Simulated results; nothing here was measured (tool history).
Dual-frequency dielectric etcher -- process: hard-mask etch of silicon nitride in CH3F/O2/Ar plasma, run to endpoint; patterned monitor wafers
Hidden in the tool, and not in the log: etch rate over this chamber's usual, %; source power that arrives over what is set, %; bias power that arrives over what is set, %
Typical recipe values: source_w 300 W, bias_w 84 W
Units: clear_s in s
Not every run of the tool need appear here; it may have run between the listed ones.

run	day	source_w	bias_w	wafers since the last listed run	hours since the last wet clean	hours since the last source power generator calibration	hours since the last bias power generator calibration	hours since the last upper electrode change	incoming incoming film thickness, nm	clear_s
1	0.000	300	84	0	436.5	1432.9	4473.7	3875.1	45.46	72.2
2	1.212	300	84	285	465.6	1462.0	4502.8	3904.2	45.12	71.0
3	1.821	350	84	143	480.2	1476.6	4517.4	3918.8	45.24	67.7
4	2.908	350	84	255	506.3	1502.7	4543.5	3944.9	44.91	67.5
5	4.292	350	84	325	539.5	1535.9	4576.7	3978.1	44.88	67.2
# day 5.500: bias power generator calibrated
6	5.583	300	84	264	570.5	1566.9	2.0	4009.1	44.59	70.4
# day 5.846: source power generator calibrated
# day 6.896: wet clean of the chamber
7	7.071	300	84	75	4.2	29.4	37.7	4044.8	45.06	71.9
8	7.612	300	84	127	17.2	42.4	50.7	4057.8	45.13	72.4
9	8.954	270	93	315	49.4	74.6	82.9	4090.0	44.95	71.8
# day 10.783: upper electrode replaced
10	10.804	330	95	200	93.8	119.0	127.3	0.5	44.63	67.1
11	11.279	330	95	111	105.2	130.4	138.7	11.9	44.61	66.7
12	12.408	300	84	265	132.3	157.5	165.8	39.0	45.22	72.0
13	13.508	300	84	258	158.7	183.9	192.2	65.4	44.57	71.2
14	14.642	240	99	266	185.9	211.1	219.4	92.6	44.80	72.3
15	16.000	230	70	319	218.5	243.7	252.0	125.2	44.67	81.2
16	16.896	350	65	210	240.0	265.2	273.5	146.7	45.34	74.1
17	17.438	230	70	127	253.0	278.2	286.5	159.7	44.69	81.0

Here are 4 independent what-if runs from the current tool condition. What would each one return?
A	17.454	300	77	3	253.4	278.6	286.9	160.1	45.25	?
B	17.454	240	84	3	253.4	278.6	286.9	160.1	45.25	?
C	17.454	300	66	3	253.4	278.6	286.9	160.1	45.25	?
D	17.454	230	84	3	253.4	278.6	286.9	160.1	45.25	?

run	clear_s
A	74.0
B	77.1
C	77.2
D	78.0
Without the tool's unlogged condition, the same runs would have read:
run	clear_s
A	74.6
B	77.7
C	77.8
D	78.6
